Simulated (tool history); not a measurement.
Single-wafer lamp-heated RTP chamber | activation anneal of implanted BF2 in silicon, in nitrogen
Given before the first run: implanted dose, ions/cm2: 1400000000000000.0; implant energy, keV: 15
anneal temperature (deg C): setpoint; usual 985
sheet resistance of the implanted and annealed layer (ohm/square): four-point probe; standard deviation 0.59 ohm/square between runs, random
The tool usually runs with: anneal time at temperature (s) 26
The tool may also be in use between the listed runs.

run,hour,anneal temperature (deg C),anneal time at temperature (s),wafers since the last listed run,wafers since the last pyrometer calibration,wafers since the reflector plate was cleaned,hours since the gauge calibration,"read-back reference wafer on the same gauge, sheet resistance",sheet resistance of the implanted and annealed layer (ohm/square)
1,0,985,21,0,5399,12165,995.7,249.79,228.46
# hour 4.3: gauge calibrated
2,31.2,985,21,677,6076,12842,26.9,255.89,235.52
3,59.9,985,21,623,6700,13465,55.6,256.02,234.65
# hour 75.9: reflector plate cleaned
# hour 103.2: pyrometer window cleaned and pyrometer calibrated
4,122.6,985,26,1013,421,839,118.3,255.73,226.56
5,172.4,971,26,1081,1503,1921,168.1,255.65,257.36
6,225.3,971,26,1148,2651,3069,221,255.58,257.62
7,249.7,971,26,529,3181,3599,245.4,255.54,255.82
8,294.2,985,26,966,4147,4565,289.9,255.26,225.29
9,350.4,985,26,1220,5367,5785,346.1,255.06,224.27
10,408.3,985,26,1257,6624,7043,404,254.86,224.18
11,444.6,985,26,788,7413,7831,440.3,254.47,225.06
12,471.6,985,26,586,7999,8417,467.3,254.48,223.92
# hour 511.1: pyrometer window cleaned and pyrometer calibrated
13,528,985,26,1050,367,9468,523.7,254.2,223.92
14,556.9,985,26,627,994,10095,552.6,253.77,224.45
15,582.5,985,26,555,1550,10651,578.2,253.65,223.3
16,645,960,20,1357,2907,12008,640.7,253.18,289.96
17,713.6,996,14,1489,4396,13498,709.3,252.42,225.54
# hour 728.4: reflector plate cleaned
18,749.9,985,37,614,5011,466,745.6,252.25,207.02
19,818.1,963,26,1480,6492,1947,813.8,251.6,270.56
20,844.3,985,26,568,7061,2516,840,251.17,222.19
# hour 882: pyrometer window cleaned and pyrometer calibrated
21,912.2,1000,26,1300,655,3816,907.9,250.52,190
# hour 921.9: gauge calibrated
22,960.2,969,40,1042,1698,4858,38.3,254.82,243.01
23,1029.8,994,19,1511,3209,6369,107.9,254.68,219.06
24,1070.5,1005,26,883,4092,7253,148.6,254.83,183.71
25,1100.8,985,26,657,4750,7911,178.9,254.58,225.54
26,1148.2,985,26,1029,5780,8940,226.3,254.64,225.37
27,1204.7,974,26,1226,7006,10167,282.8,254.58,249.17
28,1267.7,962,26,1367,8374,11535,345.8,254.22,274.81

3 options for the next run, each taken on its own from the tool as it stands now. Forecast them:
A,1268.1,985,26,8,8383,11543,346.2,?,?
B,1268.1,993,13,8,8383,11543,346.2,?,?
C,1268.1,1009,26,8,8383,11543,346.2,?,?

run,"read-back reference wafer on the same gauge, sheet resistance",sheet resistance of the implanted and annealed layer (ohm/square)
A,253.88,224.49
B,253.88,236.02
C,253.88,176.75
Without the tool's hidden state the same runs would have given:
run,sheet resistance of the implanted and annealed layer (ohm/square)
A,225.29
B,236.86
C,177.38
